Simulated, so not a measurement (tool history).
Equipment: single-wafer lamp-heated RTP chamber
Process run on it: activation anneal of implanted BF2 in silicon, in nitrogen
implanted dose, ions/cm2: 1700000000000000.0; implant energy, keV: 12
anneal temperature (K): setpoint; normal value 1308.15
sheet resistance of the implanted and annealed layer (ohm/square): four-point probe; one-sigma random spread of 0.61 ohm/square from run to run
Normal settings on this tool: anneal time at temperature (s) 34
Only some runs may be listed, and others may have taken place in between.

run,hour,anneal temperature (K),anneal time at temperature (s),"read-back reference wafer on the same gauge, sheet resistance",sheet resistance of the implanted and annealed layer (ohm/square)
1,0,1308.15,34,95.86,110.54
2,31,1308.15,34,95.86,110.85
3,50.6,1308.15,34,96.09,110.38
4,77.4,1327.15,22,95.89,104.61
5,98.3,1327.15,22,96.06,104.17
6,110.9,1308.15,30,95.88,114.8
7,128.9,1308.15,30,95.7,114.55
8,159.1,1308.15,30,96.17,114.24
9,212.2,1308.15,34,96.21,110.95
# hour 233.8: pyrometer window cleaned and pyrometer calibrated
10,253.7,1308.15,34,95.86,111.29
11,284.9,1308.15,34,96.18,110.37
12,300.5,1321.15,34,96.22,100.03
13,320.3,1321.15,34,96.03,99.52
# hour 324.3: gauge calibrated
14,347.6,1321.15,34,95.96,99.9
# hour 383.5: reflector plate cleaned
15,384,1308.15,42,96.01,111.39
16,404.6,1308.15,53,96.18,103.63
17,425.7,1308.15,34,95.88,115.04
18,455.3,1308.15,34,95.95,115.53
19,486.7,1299.15,49,95.96,111.62
20,519.4,1295.15,27,95.85,133.68
21,550.3,1308.15,34,95.96,114.3
22,579.6,1288.15,41,96.15,126.27
# hour 602.6: pyrometer window cleaned and pyrometer calibrated
23,603.1,1328.15,34,95.88,97.53
24,627.2,1332.15,34,95.85,92.43
25,684.8,1308.15,34,96.15,113.69
26,703.4,1294.15,14,96,157.16
27,716.2,1308.15,34,96.11,112.31
28,746.8,1294.15,24,95.71,135.9
29,767,1290.15,24,96.14,140.03
30,790.1,1308.15,23,96.29,122.83

What was the tool's hidden state at every run in the log?
true wafer temperature minus pyrometer reading, K: 0 across all the runs
gauge reads high (%): 0 across all the runs
H1: wafer temperature error from the tarnished reflector plate, K
run,H1
1,8.28
2,8.33
3,8.36
4,8.4
5,8.43
6,8.45
7,8.47
8,8.51
9,8.57
10,8.61
11,8.63
12,8.65
13,8.66
14,8.69
15,1.29
16,1.68
17,2.07
18,2.58
19,3.08
20,3.57
21,4
22,4.37
23,4.66
24,4.93
25,5.53
26,5.71
27,5.83
28,6.1
29,6.26
30,6.44

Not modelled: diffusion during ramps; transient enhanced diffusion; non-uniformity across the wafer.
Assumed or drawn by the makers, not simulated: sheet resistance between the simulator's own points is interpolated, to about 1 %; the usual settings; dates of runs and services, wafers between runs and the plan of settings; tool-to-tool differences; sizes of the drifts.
